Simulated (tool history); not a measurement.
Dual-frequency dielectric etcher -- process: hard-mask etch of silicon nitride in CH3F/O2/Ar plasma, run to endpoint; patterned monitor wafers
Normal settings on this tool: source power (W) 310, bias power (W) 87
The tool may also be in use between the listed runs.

run     day  source power (W)  bias power (W)  wafers since the last listed run  hours since the last wet clean  hours since the last source power generator calibration  hours since the last bias power generator calibration  hours since the last upper electrode change  incoming incoming film thickness, nm  endpoint time (s)
  1       0               310              73                                 0                           333.8                                                   1479.2                                                 2957.7                                         4094                                  55.7               84.9
  2   0.375               310              73                               105                           342.8                                                   1488.2                                                 2966.7                                         4103                                  56.2               86.2
  3   0.875               310              73                               140                           354.8                                                   1500.2                                                 2978.7                                         4115                                  55.1               85.3
  4   1.358               250              87                               136                           366.4                                                   1511.8                                                 2990.3                                       4126.6                                  56.5               88.3
  5   1.958               310              87                               169                           380.8                                                   1526.2                                                 3004.7                                         4141                                  55.3               80.3
  6   2.379               310              87                               118                           390.9                                                   1536.3                                                 3014.8                                       4151.1                                  54.9               79.7
  7   2.638               310              87                                72                           397.1                                                   1542.5                                                   3021                                       4157.3                                  55.9               80.8
  8   3.125               310              87                               137                           408.8                                                   1554.2                                                 3032.7                                         4169                                  55.5               80.7
  9   3.721               310              87                               167                           423.1                                                   1568.5                                                   3047                                       4183.3                                  55.4               79.9
 10   4.096               310              87                               105                           432.1                                                   1577.5                                                   3056                                       4192.3                                  55.6               80.3
      4.404  -- bias power generator calibrated
 11   4.775               310              87                               144                           448.4                                                   1593.8                                                    8.9                                       4208.6                                  55.3               80.8
 12    5.35               310              87                               161                           462.2                                                   1607.6                                                   22.7                                       4222.4                                  55.3               79.9
       5.75  -- source power generator calibrated
 13   5.767               380              73                                70                           472.2                                                      0.4                                                   32.7                                       4232.4                                  55.6               78.8
 14   6.358               310              87                               166                           486.4                                                     14.6                                                   46.9                                       4246.6                                  55.3               79.4
 15   6.667               340              75                                86                           493.8                                                       22                                                   54.3                                         4254                                  55.5               80.4
      7.679  -- wet clean of the chamber
      8.429  -- upper electrode replaced
 16    8.45               310              87                                 9                            18.5                                                     64.8                                                   97.1                                          0.5                                  54.8               82.6
 17   8.467               250             109                                 4                            18.9                                                     65.2                                                   97.5                                          0.9                                  55.5                 84
 18   8.479               340             103                                 3                            19.2                                                     65.5                                                   97.8                                          1.2                                  55.3               75.5
 19   8.979               270              75                               140                            31.2                                                     77.5                                                  109.8                                         13.2                                  55.7               91.3
 20    9.55               360              71                               160                            44.9                                                     91.2                                                  123.5                                         26.9                                  55.2               82.3
 21   9.975               310              87                               119                            55.1                                                    101.4                                                  133.7                                         37.1                                  55.6               82.8
 22  10.696               360              87                               203                            72.4                                                    118.7                                                    151                                         54.4                                    55                 77
 23  11.088               310              87                               110                            81.8                                                    128.1                                                  160.4                                         63.8                                  55.7               83.1
 24  11.512               250             104                               119                              92                                                    138.3                                                  170.6                                           74                                  55.2               83.9

Exercise: give the hidden state of the tool at every run:
source power that arrives over what is set, %: 0 in every run
bias power that arrives over what is set, %: 0 in every run
H1: etch rate over this chamber's usual, %
run     H1
  1   2.75
  2   2.84
  3   2.96
  4   3.07
  5   3.21
  6   3.31
  7   3.37
  8   3.49
  9   3.63
 10   3.71
 11   3.87
 12   4.01
 13   4.11
 14   4.24
 15   4.32
 16  0.411
 17  0.415
 18  0.418
 19  0.536
 20  0.669
 21  0.769
 22  0.938
 23   1.03
 24   1.13
